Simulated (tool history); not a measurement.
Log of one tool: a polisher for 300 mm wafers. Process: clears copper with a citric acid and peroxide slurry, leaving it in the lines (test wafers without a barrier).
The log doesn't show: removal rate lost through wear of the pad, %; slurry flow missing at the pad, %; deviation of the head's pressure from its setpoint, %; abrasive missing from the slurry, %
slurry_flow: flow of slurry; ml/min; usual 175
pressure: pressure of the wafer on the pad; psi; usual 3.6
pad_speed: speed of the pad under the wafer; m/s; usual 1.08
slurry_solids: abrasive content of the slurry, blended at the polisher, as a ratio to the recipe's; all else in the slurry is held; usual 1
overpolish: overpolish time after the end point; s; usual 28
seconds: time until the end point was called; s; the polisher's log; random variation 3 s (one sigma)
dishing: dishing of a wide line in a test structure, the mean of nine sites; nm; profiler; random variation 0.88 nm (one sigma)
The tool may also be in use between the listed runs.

run	hour	slurry_flow	pressure	pad_speed	slurry_solids	overpolish	wafers since the last listed run	wafers polished on this pad	hours since the slurry nozzle was cleaned	hours since the head pressure was calibrated	hours since the slurry blender was calibrated	incoming thickness of the incoming film, nm	seconds	dishing
1	0	175	4.3	1.08	1	28	0	581	20.3	259.7	64.4	424.8	168.7	45.1
2	21	175	4.3	1.08	1	28	123	705	41.3	280.7	85.4	424.9	162.8	46
3	35.7	175	3.6	1.08	1	28	86	792	56	295.4	100.1	418	183.9	39.9
4	49	175	3.6	1.08	1	23	78	870	69.3	308.7	113.4	426.1	183.1	34
5	64.5	175	3.6	1.08	1	23	91	962	84.8	324.2	128.9	430	186.5	33.1
6	92.6	175	3.6	1.08	1	23	165	1127	112.9	352.3	157	427.4	193.5	34.8
7	123.5	175	3.6	1.08	1	28	182	1310	143.8	383.2	187.9	424.1	187.8	39.5
# hour 129.1: worn pad replaced by a new one
8	145.6	175	3.6	1.08	0.9	28	106	97	165.9	405.3	210	433.9	172.5	42.6
9	181	175	3.6	1.08	1	28	208	306	201.3	440.7	245.4	429.4	183.6	41.2
# hour 203.6: slurry blender recalibrated
10	211.9	175	3.6	1.08	1	28	170	476	232.2	471.6	8.3	421.2	174.1	40.2
11	245.6	175	3.6	1.08	1	28	198	675	265.9	505.3	42	423	188.9	39.7
# hour 278.1: head pressure recalibrated
12	278.6	220	4.4	1.08	1	28	182	858	298.9	0.5	75	425.7	153.8	46.4
13	322.9	220	4.4	1.08	1	28	261	1120	343.2	44.8	119.3	421	152.2	45.8
# hour 354: slurry nozzle cleaned
14	354.5	225	3.6	1.08	1	28	180	1300	0.5	76.4	150.9	422.8	174.4	39.4
15	386.2	175	4.4	1.08	1	28	187	1488	32.2	108.1	182.6	420.3	160.2	44.4
# hour 392.2: worn pad replaced by a new one
16	403	215	3.6	0.82	1.1	28	75	63	49	124.9	199.4	426.1	198.1	38.3
17	418.3	175	2.5	1.08	1	28	90	153	64.3	140.2	214.7	424.5	207.3	34.4
18	450	210	3.6	1.08	1	28	187	341	96	171.9	246.4	417.6	167	41.5
19	474.5	175	3.6	0.92	1.2	28	144	485	120.5	196.4	270.9	424.6	201.3	37.3
20	490.7	175	3.6	1.08	1	28	95	581	136.7	212.6	287.1	423.3	180	41.1
# hour 492.9: slurry blender recalibrated
21	510.9	175	2.3	1.24	1	28	107	688	156.9	232.8	18	421.7	203.7	35.4
22	533.7	175	3.6	1.3	1.1	18	134	823	179.7	255.6	40.8	431	157.1	31.3
23	554.7	210	3.6	0.96	1	35	123	947	200.7	276.6	61.8	422.9	193.6	44.3
24	580.8	175	3.6	1.3	1	28	154	1101	226.8	302.7	87.9	426.9	160.7	45.8
25	608.4	175	4.4	1.08	1.25	28	162	1264	254.4	330.3	115.5	417.4	159.7	44
26	621.7	175	3.6	1.08	1	28	78	1342	267.7	343.6	128.8	426.9	190.8	39.2
# hour 637.8: worn pad replaced by a new one
27	645.8	175	3.6	1.08	1	28	118	47	291.8	367.7	152.9	427.2	175.1	42.2
# hour 660.6: slurry nozzle cleaned
28	668.2	175	3.2	1.38	1	13	126	173	7.6	390.1	175.3	422.7	153.9	24.1

Forecast each of these 4 alternatives for the next run:
A	668.7	175	3.6	0.84	1	28	2	176	8.1	390.6	175.8	427.6	?	?
B	668.7	175	3.6	0.96	0.8	28	2	176	8.1	390.6	175.8	427.6	?	?
C	668.7	220	3.6	0.92	1	12	2	176	8.1	390.6	175.8	427.6	?	?
D	668.7	130	4.5	1.08	1.25	37	2	176	8.1	390.6	175.8	427.6	?	?

run	seconds	dishing
A	226	35.1
B	210.6	37.2
C	203.5	18.1
D	162.6	57.5
Without the tool's hidden state the same runs would have given:
run	seconds	dishing
A	198.5	39.2
B	185	41.6
C	178.7	20.4
D	142.8	63.5

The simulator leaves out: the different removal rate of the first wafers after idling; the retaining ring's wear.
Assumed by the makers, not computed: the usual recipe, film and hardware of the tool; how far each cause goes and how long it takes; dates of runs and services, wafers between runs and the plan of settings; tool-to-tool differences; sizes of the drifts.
